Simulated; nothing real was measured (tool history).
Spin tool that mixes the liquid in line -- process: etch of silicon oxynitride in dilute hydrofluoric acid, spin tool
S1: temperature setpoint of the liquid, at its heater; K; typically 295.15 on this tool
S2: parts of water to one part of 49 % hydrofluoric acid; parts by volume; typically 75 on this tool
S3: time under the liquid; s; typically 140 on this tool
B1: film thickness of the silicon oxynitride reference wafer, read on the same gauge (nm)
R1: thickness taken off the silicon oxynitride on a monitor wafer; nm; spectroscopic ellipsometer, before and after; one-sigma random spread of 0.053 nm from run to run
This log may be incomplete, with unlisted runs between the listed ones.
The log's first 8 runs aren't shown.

| run | day | S1 | S2 | S3 | B1 | R1 |
|---|---|---|---|---|---|---|
| 9 | 16.167 | 295.15 | 75 | 75 | 30.02 | 4.39 |
| 10 | 17.508 | 295.15 | 105 | 140 | 30.03 | 5.72 |
| 11 | 19.825 | 295.15 | 75 | 185 | 30 | 10.9 |
| 12 | 22.571 | 295.15 | 75 | 140 | 30 | 8.2 |
| 13 | 25.417 | 295.15 | 75 | 140 | 30.03 | 8.44 |
| 14 | 26.946 | 295.15 | 75 | 140 | 30.03 | 8.35 |
| 15 | 28.075 | 295.15 | 75 | 140 | 30.01 | 8.35 |
|  | 28.858 | thermometer replaced |
| 16 | 30.608 | 295.15 | 75 | 95 | 30.03 | 5.01 |
| 17 | 32.217 | 295.15 | 75 | 140 | 29.96 | 7.39 |
| 18 | 33.962 | 295.15 | 40 | 140 | 29.97 | 14.26 |
| 19 | 35.996 | 293.15 | 40 | 70 | 30 | 6.53 |
|  | 37.792 | gauge calibrated |
| 20 | 38.738 | 290.15 | 60 | 80 | 30.04 | 4.21 |
| 21 | 41.171 | 295.15 | 35 | 95 | 30.02 | 11.12 |
| 22 | 47.892 | 298.65 | 50 | 140 | 30 | 13.58 |
|  | 48.55 | hydrofluoric acid flow meter replaced |
| 23 | 50.012 | 295.15 | 75 | 140 | 30.06 | 7.48 |
| 24 | 52.067 | 291.15 | 75 | 210 | 30.02 | 9.21 |
| 25 | 55.021 | 296.65 | 50 | 70 | 30.02 | 6.2 |
| 26 | 60.1 | 295.15 | 75 | 140 | 30.03 | 7.64 |
| 27 | 67.171 | 292.65 | 55 | 185 | 30.01 | 12.43 |
| 28 | 69.583 | 291.15 | 110 | 65 | 30.06 | 1.95 |
| 29 | 70.6 | 298.15 | 75 | 195 | 29.96 | 12.31 |
| 30 | 71.9 | 299.65 | 40 | 170 | 30.03 | 22.43 |
| 31 | 73.354 | 295.15 | 75 | 140 | 30 | 7.64 |

Forecast each of these 3 alternatives for the next run:
| A | 73.375 | 290.65 | 75 | 140 | ? | ? |
| B | 73.375 | 297.15 | 75 | 140 | ? | ? |
| C | 73.375 | 290.15 | 75 | 85 | ? | ? |

| run | B1 | R1 |
|---|---|---|
| A | 29.99 | 6.09 |
| B | 29.99 | 8.37 |
| C | 29.99 | 3.61 |
Had the tool no hidden state, the same runs would have come out as:
| run | R1 |
|---|---|
| A | 5.81 |
| B | 8 |
| C | 3.44 |
